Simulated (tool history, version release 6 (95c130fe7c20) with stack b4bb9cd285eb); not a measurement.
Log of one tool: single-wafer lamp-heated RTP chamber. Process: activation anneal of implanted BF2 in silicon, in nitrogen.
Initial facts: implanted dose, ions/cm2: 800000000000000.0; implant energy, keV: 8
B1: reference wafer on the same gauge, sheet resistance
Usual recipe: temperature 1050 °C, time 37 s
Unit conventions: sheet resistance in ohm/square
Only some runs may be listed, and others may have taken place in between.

{"run": 1, "hour": 0.0, "temperature": 1050, "time": 37, "B1": 179.92, "sheet resistance": 192.21}
{"run": 2, "hour": 8.9, "temperature": 1050, "time": 37, "B1": 179.99, "sheet resistance": 190.77}
{"run": 3, "hour": 17.8, "temperature": 1050, "time": 37, "B1": 180.01, "sheet resistance": 190.78}
{"run": 4, "hour": 32.2, "temperature": 1050, "time": 37, "B1": 180.01, "sheet resistance": 190.06}
{"run": 5, "hour": 49.4, "temperature": 1071, "time": 44, "B1": 180.09, "sheet resistance": 170.23}
{"run": 6, "hour": 65.5, "temperature": 1071, "time": 44, "B1": 179.96, "sheet resistance": 169.98}
{"run": 7, "hour": 81.9, "temperature": 1071, "time": 44, "B1": 180.05, "sheet resistance": 169.15}
{"hour": 97.3, "done": "gauge calibrated"}
{"hour": 99.4, "done": "reflector plate cleaned"}
{"run": 8, "hour": 99.9, "temperature": 1050, "time": 48, "B1": 180.03, "sheet resistance": 181.28}
{"run": 9, "hour": 110.9, "temperature": 1050, "time": 32, "B1": 179.96, "sheet resistance": 191.2}
{"run": 10, "hour": 117.0, "temperature": 1050, "time": 32, "B1": 179.95, "sheet resistance": 191.69}
{"run": 11, "hour": 131.3, "temperature": 1050, "time": 37, "B1": 180.01, "sheet resistance": 187.74}
{"run": 12, "hour": 138.6, "temperature": 1050, "time": 37, "B1": 180.04, "sheet resistance": 186.9}
{"run": 13, "hour": 154.2, "temperature": 1029, "time": 37, "B1": 179.9, "sheet resistance": 207.81}
{"run": 14, "hour": 168.6, "temperature": 1050, "time": 22, "B1": 180.07, "sheet resistance": 201.93}
{"run": 15, "hour": 174.8, "temperature": 1050, "time": 37, "B1": 180.1, "sheet resistance": 186.48}
{"hour": 183.9, "done": "reflector plate cleaned, repeated, since the last time left the tool worse"}
{"hour": 185.3, "done": "pyrometer window cleaned and pyrometer calibrated"}
{"run": 16, "hour": 188.5, "temperature": 1039, "time": 29, "B1": 179.9, "sheet resistance": 216.32}
{"run": 17, "hour": 198.4, "temperature": 1050, "time": 37, "B1": 179.95, "sheet resistance": 197.13}
{"run": 18, "hour": 205.5, "temperature": 1033, "time": 51, "B1": 180, "sheet resistance": 202.3}
{"run": 19, "hour": 217.4, "temperature": 1042, "time": 37, "B1": 179.84, "sheet resistance": 204.72}
{"run": 20, "hour": 228.9, "temperature": 1026, "time": 45, "B1": 180.01, "sheet resistance": 214.46}
{"run": 21, "hour": 238.8, "temperature": 1050, "time": 37, "B1": 179.86, "sheet resistance": 198.23}
{"run": 22, "hour": 254.3, "temperature": 1071, "time": 44, "B1": 179.92, "sheet resistance": 172.89}
{"run": 23, "hour": 271.8, "temperature": 1076, "time": 26, "B1": 179.98, "sheet resistance": 180.82}
{"run": 24, "hour": 280.6, "temperature": 1035, "time": 37, "B1": 180.05, "sheet resistance": 211.38}
{"run": 25, "hour": 294.2, "temperature": 1031, "time": 44, "B1": 179.98, "sheet resistance": 209.68}
{"run": 26, "hour": 300.5, "temperature": 1036, "time": 57, "B1": 179.99, "sheet resistance": 196.36}
{"run": 27, "hour": 308.1, "temperature": 1050, "time": 20, "B1": 179.95, "sheet resistance": 213.81}
{"run": 28, "hour": 319.7, "temperature": 1050, "time": 37, "B1": 180, "sheet resistance": 194.82}
{"run": 29, "hour": 333.5, "temperature": 1041, "time": 27, "B1": 180.07, "sheet resistance": 214.15}
{"run": 30, "hour": 349.9, "temperature": 1050, "time": 50, "B1": 180.07, "sheet resistance": 186.42}

Run 31 comes next. What will it give?
{"run": 31, "hour": 363.6, "temperature": 1078, "time": 17, "B1": "?", "sheet resistance": "?"}

B1: 180.02
sheet resistance: 190.32 ohm/square
Without the tool's hidden state the same run would have given sheet resistance 192.07 ohm/square.
